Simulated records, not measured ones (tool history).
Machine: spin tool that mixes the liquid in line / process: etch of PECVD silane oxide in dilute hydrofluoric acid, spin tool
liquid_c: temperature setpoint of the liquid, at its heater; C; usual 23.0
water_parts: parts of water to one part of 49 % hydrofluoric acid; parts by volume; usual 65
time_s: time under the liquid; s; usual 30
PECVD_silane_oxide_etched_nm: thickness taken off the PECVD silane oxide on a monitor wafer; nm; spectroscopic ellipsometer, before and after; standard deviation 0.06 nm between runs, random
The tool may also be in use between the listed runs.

run,day,liquid_c,water_parts,time_s,wafers since the last listed run,hours since the thermometer was replaced,hours since the hydrofluoric acid flow meter was replaced,hours since the gauge calibration,"read-back film thickness of the PECVD silane oxide reference wafer, read on the same gauge (nm)",PECVD_silane_oxide_etched_nm
1,0.000,23.0,65,30,0,2840.9,2078.1,12.5,110.01,13.62
2,0.708,23.0,65,30,203,2857.9,2095.1,29.5,110.00,13.66
3,1.212,23.0,85,30,145,2870.0,2107.2,41.6,110.02,10.16
4,1.929,23.0,85,30,206,2887.2,2124.4,58.8,110.03,10.11
5,2.629,23.0,85,30,201,2904.0,2141.2,75.6,110.01,10.09
6,3.267,23.0,80,20,183,2919.3,2156.5,90.9,110.03,7.22
7,3.842,23.0,45,30,165,2933.1,2170.3,104.7,110.00,20.11
8,4.217,23.0,65,30,107,2942.1,2179.3,113.7,109.97,13.49
9,4.654,23.0,65,30,125,2952.6,2189.8,124.2,110.02,13.48
# day 4.825: gauge calibrated
10,4.929,25.0,80,30,79,2959.2,2196.4,2.5,109.96,11.72
11,5.308,25.0,80,30,109,2968.3,2205.5,11.6,109.94,11.65
# day 5.492: thermometer replaced
# day 5.858: hydrofluoric acid flow meter replaced
12,5.925,23.0,80,30,153,10.4,1.6,26.4,109.99,12.66
13,6.325,23.0,75,20,115,20.0,11.2,36.0,110.03,9.03
14,7.046,27.0,65,35,207,37.3,28.5,53.3,109.97,21.75
15,7.642,27.5,45,20,171,51.6,42.8,67.6,110.00,18.73
16,7.912,21.5,65,45,77,58.1,49.3,74.1,109.98,22.22
17,8.488,24.5,65,30,165,71.9,63.1,87.9,110.02,16.74
18,9.000,23.0,65,30,147,84.2,75.4,100.2,109.99,15.74
19,9.521,23.0,50,30,149,96.7,87.9,112.7,110.05,20.79
20,10.100,27.0,65,30,166,110.6,101.8,126.6,109.99,18.41
21,10.658,20.0,85,45,160,124.0,115.2,140.0,110.00,15.59
# day 10.675: gauge calibrated
22,11.171,23.0,65,30,147,136.3,127.5,11.9,109.95,15.65

Here are 4 independent what-if runs from the current tool condition. What would each one return?
A,11.188,23.0,65,50,4,136.7,127.9,12.3,?,?
B,11.188,26.0,65,30,4,136.7,127.9,12.3,?,?
C,11.188,24.5,80,30,4,136.7,127.9,12.3,?,?
D,11.188,23.0,90,30,4,136.7,127.9,12.3,?,?

run,"read-back film thickness of the PECVD silane oxide reference wafer, read on the same gauge (nm)",PECVD_silane_oxide_etched_nm
A,110.03,26.18
B,110.03,17.74
C,110.03,13.30
D,110.03,10.99
Without the tool's unlogged condition, the same runs would have read:
run,PECVD_silane_oxide_etched_nm
A,26.56
B,17.99
C,13.50
D,11.16

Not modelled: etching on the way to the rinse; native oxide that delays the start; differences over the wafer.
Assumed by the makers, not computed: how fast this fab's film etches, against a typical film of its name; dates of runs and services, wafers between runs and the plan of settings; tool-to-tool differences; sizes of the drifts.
